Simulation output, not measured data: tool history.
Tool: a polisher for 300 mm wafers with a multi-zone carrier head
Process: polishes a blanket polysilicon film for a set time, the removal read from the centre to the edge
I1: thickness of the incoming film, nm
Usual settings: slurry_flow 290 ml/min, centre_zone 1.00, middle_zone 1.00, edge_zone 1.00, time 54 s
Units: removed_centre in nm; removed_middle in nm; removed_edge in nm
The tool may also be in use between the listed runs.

Run 1, day 0.000: usual settings but time 65 s; I1 1097.6. Result: removed_centre 384.9 nm, removed_middle 341.0 nm, removed_edge 337.1 nm.
At day 3.025: centre zone pressure recalibrated.
Run 2, day 5.371: usual settings; I1 1104.6. Result: removed_centre 286.7 nm, removed_middle 280.1 nm, removed_edge 277.9 nm.
Run 3, day 7.217: usual settings; I1 1090.0. Result: removed_centre 289.9 nm, removed_middle 283.4 nm, removed_edge 276.5 nm.
At day 8.092: worn pad replaced by a new one.
Run 4, day 10.158: usual settings; I1 1117.3. Result: removed_centre 287.3 nm, removed_middle 283.6 nm, removed_edge 279.5 nm.
At day 11.542: carrier head's membrane replaced by a new one.
Run 5, day 12.025: usual settings; I1 1073.8. Result: removed_centre 291.9 nm, removed_middle 286.6 nm, removed_edge 281.4 nm.
Run 6, day 13.788: usual settings but edge_zone 0.95; I1 1100.0. Result: removed_centre 283.7 nm, removed_middle 288.5 nm, removed_edge 271.3 nm.
At day 15.950: slurry nozzle cleaned.
Run 7, day 15.962: usual settings; I1 1097.4. Result: removed_centre 294.4 nm, removed_middle 286.5 nm, removed_edge 277.9 nm.
At day 16.492: edge zone pressure recalibrated.
Run 8, day 17.221: usual settings but middle_zone 1.11; I1 1090.4. Result: removed_centre 294.5 nm, removed_middle 320.5 nm, removed_edge 277.2 nm.
Run 9, day 18.867: usual settings; I1 1099.7. Result: removed_centre 300.1 nm, removed_middle 286.7 nm, removed_edge 280.9 nm.
Run 10, day 20.546: usual settings but slurry_flow 360 ml/min; I1 1092.7. Result: removed_centre 296.9 nm, removed_middle 293.6 nm, removed_edge 280.3 nm.
Run 11, day 21.788: usual settings but centre_zone 1.08, edge_zone 0.95; I1 1106.8. Result: removed_centre 324.0 nm, removed_middle 290.1 nm, removed_edge 269.8 nm.
At day 23.796: worn pad replaced by a new one, of another model than before.
Run 12, day 27.021: usual settings but time 40 s; I1 1108.9. Result: removed_centre 224.8 nm, removed_middle 212.8 nm, removed_edge 207.9 nm.
Run 13, day 29.071: usual settings but slurry_flow 250 ml/min, centre_zone 1.07, time 47 s; I1 1097.0. Result: removed_centre 284.1 nm, removed_middle 243.0 nm, removed_edge 241.0 nm.
Run 14, day 30.392: usual settings; I1 1102.5. Result: removed_centre 318.4 nm, removed_middle 283.5 nm, removed_edge 277.2 nm.
Run 15, day 31.500: usual settings but centre_zone 1.12; I1 1102.2. Result: removed_centre 343.2 nm, removed_middle 283.5 nm, removed_edge 276.4 nm.
Run 16, day 32.575: usual settings but slurry_flow 355 ml/min, centre_zone 0.89, edge_zone 1.06; I1 1086.2. Result: removed_centre 297.6 nm, removed_middle 293.4 nm, removed_edge 294.8 nm.
Run 17, day 33.725: usual settings but edge_zone 1.03; I1 1087.0. Result: removed_centre 314.2 nm, removed_middle 290.0 nm, removed_edge 283.1 nm.
Run 18, day 35.954: usual settings but middle_zone 1.11; I1 1103.7. Result: removed_centre 330.4 nm, removed_middle 312.1 nm, removed_edge 278.1 nm.
At day 36.088: centre zone pressure recalibrated.
At day 36.779: worn pad replaced by a new one.
Run 19, day 38.817: usual settings but centre_zone 1.04; I1 1084.3. Result: removed_centre 290.5 nm, removed_middle 287.5 nm, removed_edge 280.5 nm.
Run 20, day 40.112: usual settings but slurry_flow 385 ml/min, edge_zone 1.05; I1 1078.6. Result: removed_centre 298.5 nm, removed_middle 287.6 nm, removed_edge 288.5 nm.
Run 21, day 41.938: usual settings but slurry_flow 355 ml/min, centre_zone 1.08, edge_zone 1.10, time 38 s; I1 1088.6. Result: removed_centre 218.4 nm, removed_middle 203.8 nm, removed_edge 209.7 nm.
Run 22, day 43.925: usual settings; I1 1105.0. Result: removed_centre 284.8 nm, removed_middle 282.9 nm, removed_edge 278.9 nm.

4 ways to go on from here, each from the tool as it stands after run 22. What would each give?
Run A, day 43.942: usual settings but slurry_flow 235 ml/min; I1 1090.4. Result: removed_centre ?, removed_middle ?, removed_edge ?.
Run B, day 43.942: usual settings but middle_zone 1.08, edge_zone 1.05, time 73 s; I1 1090.4. Result: removed_centre ?, removed_middle ?, removed_edge ?.
Run C, day 43.942: usual settings but centre_zone 0.95, middle_zone 0.90; I1 1090.4. Result: removed_centre ?, removed_middle ?, removed_edge ?.
Run D, day 43.942: usual settings but centre_zone 1.08, middle_zone 1.09, time 64 s; I1 1090.4. Result: removed_centre ?, removed_middle ?, removed_edge ?.

run  removed_centre  removed_middle  removed_edge
  A           288.7           281.9         276.3
  B           399.0           414.9         387.7
  C           282.3           263.3         280.8
  D           373.6           366.5         331.9
Without the tool's hidden state the same runs would have given:
run  removed_centre  removed_middle  removed_edge
  A           284.3           281.9         276.3
  B           393.0           414.9         387.7
  C           278.0           263.3         280.8
  D           368.0           366.5         331.9
